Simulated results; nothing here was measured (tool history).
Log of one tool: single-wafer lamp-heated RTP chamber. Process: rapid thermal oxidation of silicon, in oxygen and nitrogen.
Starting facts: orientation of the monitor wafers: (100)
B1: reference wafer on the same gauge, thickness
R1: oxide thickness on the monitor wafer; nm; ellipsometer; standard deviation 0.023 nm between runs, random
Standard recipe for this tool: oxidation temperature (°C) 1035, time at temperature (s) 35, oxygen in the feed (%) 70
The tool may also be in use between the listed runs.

run 1 hour=0.0 | oxidation_temperature_(°C)=1035 time_at_temperature_(s)=35 oxygen_in_the_feed_(%)=70 | B1=5.732 | R1=5.355
run 2 hour=32.9 | oxidation_temperature_(°C)=1035 time_at_temperature_(s)=35 oxygen_in_the_feed_(%)=70 | B1=5.736 | R1=5.374
run 3 hour=47.6 | oxidation_temperature_(°C)=1035 time_at_temperature_(s)=35 oxygen_in_the_feed_(%)=70 | B1=5.731 | R1=5.362
run 4 hour=73.2 | oxidation_temperature_(°C)=1035 time_at_temperature_(s)=35 oxygen_in_the_feed_(%)=70 | B1=5.737 | R1=5.411
run 5 hour=90.2 | oxidation_temperature_(°C)=1035 time_at_temperature_(s)=35 oxygen_in_the_feed_(%)=52 | B1=5.734 | R1=4.884
run 6 hour=114.9 | oxidation_temperature_(°C)=1035 time_at_temperature_(s)=35 oxygen_in_the_feed_(%)=52 | B1=5.730 | R1=4.865
run 7 hour=147.7 | oxidation_temperature_(°C)=1035 time_at_temperature_(s)=35 oxygen_in_the_feed_(%)=52 | B1=5.729 | R1=4.906
run 8 hour=172.5 | oxidation_temperature_(°C)=1035 time_at_temperature_(s)=35 oxygen_in_the_feed_(%)=70 | B1=5.735 | R1=5.427
run 9 hour=202.6 | oxidation_temperature_(°C)=1035 time_at_temperature_(s)=35 oxygen_in_the_feed_(%)=70 | B1=5.736 | R1=5.445
run 10 hour=233.9 | oxidation_temperature_(°C)=1035 time_at_temperature_(s)=35 oxygen_in_the_feed_(%)=70 | B1=5.734 | R1=5.435
run 11 hour=258.1 | oxidation_temperature_(°C)=1035 time_at_temperature_(s)=35 oxygen_in_the_feed_(%)=70 | B1=5.725 | R1=5.489
run 12 hour=285.1 | oxidation_temperature_(°C)=1035 time_at_temperature_(s)=35 oxygen_in_the_feed_(%)=70 | B1=5.736 | R1=5.474
run 13 hour=302.6 | oxidation_temperature_(°C)=1035 time_at_temperature_(s)=35 oxygen_in_the_feed_(%)=70 | B1=5.736 | R1=5.552
run 14 hour=320.6 | oxidation_temperature_(°C)=1035 time_at_temperature_(s)=35 oxygen_in_the_feed_(%)=70 | B1=5.736 | R1=5.620
run 15 hour=343.8 | oxidation_temperature_(°C)=1035 time_at_temperature_(s)=51 oxygen_in_the_feed_(%)=70 | B1=5.735 | R1=6.580
run 16 hour=360.2 | oxidation_temperature_(°C)=1035 time_at_temperature_(s)=35 oxygen_in_the_feed_(%)=70 | B1=5.725 | R1=5.606
-- hour=387.5 pyrometer window cleaned and pyrometer calibrated
run 17 hour=395.2 | oxidation_temperature_(°C)=1035 time_at_temperature_(s)=35 oxygen_in_the_feed_(%)=70 | B1=5.736 | R1=5.342
run 18 hour=407.3 | oxidation_temperature_(°C)=1035 time_at_temperature_(s)=50 oxygen_in_the_feed_(%)=70 | B1=5.736 | R1=6.236
run 19 hour=466.2 | oxidation_temperature_(°C)=1010 time_at_temperature_(s)=45 oxygen_in_the_feed_(%)=81 | B1=5.724 | R1=5.292
run 20 hour=486.3 | oxidation_temperature_(°C)=1065 time_at_temperature_(s)=35 oxygen_in_the_feed_(%)=82 | B1=5.729 | R1=6.954
run 21 hour=521.4 | oxidation_temperature_(°C)=1035 time_at_temperature_(s)=26 oxygen_in_the_feed_(%)=70 | B1=5.731 | R1=4.748
run 22 hour=556.2 | oxidation_temperature_(°C)=1017 time_at_temperature_(s)=24 oxygen_in_the_feed_(%)=45 | B1=5.736 | R1=3.581
run 23 hour=574.6 | oxidation_temperature_(°C)=1035 time_at_temperature_(s)=35 oxygen_in_the_feed_(%)=70 | B1=5.725 | R1=5.417
-- hour=596.5 gauge calibrated
run 24 hour=610.0 | oxidation_temperature_(°C)=1017 time_at_temperature_(s)=52 oxygen_in_the_feed_(%)=80 | B1=5.729 | R1=5.962
run 25 hour=631.5 | oxidation_temperature_(°C)=1035 time_at_temperature_(s)=35 oxygen_in_the_feed_(%)=70 | B1=5.729 | R1=5.436
run 26 hour=730.9 | oxidation_temperature_(°C)=1035 time_at_temperature_(s)=35 oxygen_in_the_feed_(%)=41 | B1=5.736 | R1=4.628
run 27 hour=743.2 | oxidation_temperature_(°C)=1035 time_at_temperature_(s)=52 oxygen_in_the_feed_(%)=70 | B1=5.731 | R1=6.558
run 28 hour=770.9 | oxidation_temperature_(°C)=1012 time_at_temperature_(s)=35 oxygen_in_the_feed_(%)=70 | B1=5.737 | R1=4.724
-- hour=797.4 oxygen flow controller replaced
-- hour=800.1 pyrometer window cleaned and pyrometer calibrated
run 29 hour=804.4 | oxidation_temperature_(°C)=1035 time_at_temperature_(s)=35 oxygen_in_the_feed_(%)=70 | B1=5.728 | R1=5.357
run 30 hour=829.1 | oxidation_temperature_(°C)=1022 time_at_temperature_(s)=35 oxygen_in_the_feed_(%)=70 | B1=5.736 | R1=4.898
run 31 hour=856.5 | oxidation_temperature_(°C)=1035 time_at_temperature_(s)=43 oxygen_in_the_feed_(%)=87 | B1=5.736 | R1=6.291
run 32 hour=873.9 | oxidation_temperature_(°C)=1035 time_at_temperature_(s)=19 oxygen_in_the_feed_(%)=70 | B1=5.728 | R1=4.157
run 33 hour=889.2 | oxidation_temperature_(°C)=1035 time_at_temperature_(s)=24 oxygen_in_the_feed_(%)=83 | B1=5.731 | R1=4.864
run 34 hour=911.6 | oxidation_temperature_(°C)=1017 time_at_temperature_(s)=35 oxygen_in_the_feed_(%)=48 | B1=5.730 | R1=4.173
run 35 hour=981.0 | oxidation_temperature_(°C)=1007 time_at_temperature_(s)=46 oxygen_in_the_feed_(%)=87 | B1=5.729 | R1=5.345
run 36 hour=1005.0 | oxidation_temperature_(°C)=1035 time_at_temperature_(s)=20 oxygen_in_the_feed_(%)=61 | B1=5.732 | R1=4.080
run 37 hour=1028.3 | oxidation_temperature_(°C)=1027 time_at_temperature_(s)=35 oxygen_in_the_feed_(%)=86 | B1=5.734 | R1=5.514
run 38 hour=1055.8 | oxidation_temperature_(°C)=1019 time_at_temperature_(s)=43 oxygen_in_the_feed_(%)=70 | B1=5.731 | R1=5.294
run 39 hour=1077.4 | oxidation_temperature_(°C)=1052 time_at_temperature_(s)=35 oxygen_in_the_feed_(%)=70 | B1=5.728 | R1=6.117

Give the tool's hidden conditions for every run:
deviation of the oxygen flow from its setpoint, %: 0, the same for each run
gauge reads high (%): 0, the same for each run
H1: true wafer temperature minus pyrometer reading, K
run=1 H1=0.528
run=2 H1=0.745
run=3 H1=0.867
run=4 H1=1.12
run=5 H1=1.31
run=6 H1=1.63
run=7 H1=2.12
run=8 H1=2.54
run=9 H1=3.12
run=10 H1=3.78
run=11 H1=4.35
run=12 H1=5.03
run=13 H1=5.5
run=14 H1=6
run=15 H1=6.69
run=16 H1=7.2
run=17 H1=0.552
run=18 H1=0.564
run=19 H1=0.775
run=20 H1=0.905
run=21 H1=1.2
run=22 H1=1.59
run=23 H1=1.82
run=24 H1=2.35
run=25 H1=2.72
run=26 H1=4.85
run=27 H1=5.16
run=28 H1=5.9
run=29 H1=0.273
run=30 H1=0.303
run=31 H1=0.388
run=32 H1=0.471
run=33 H1=0.561
run=34 H1=0.725
run=35 H1=1.46
run=36 H1=1.8
run=37 H1=2.17
run=38 H1=2.65
run=39 H1=3.07
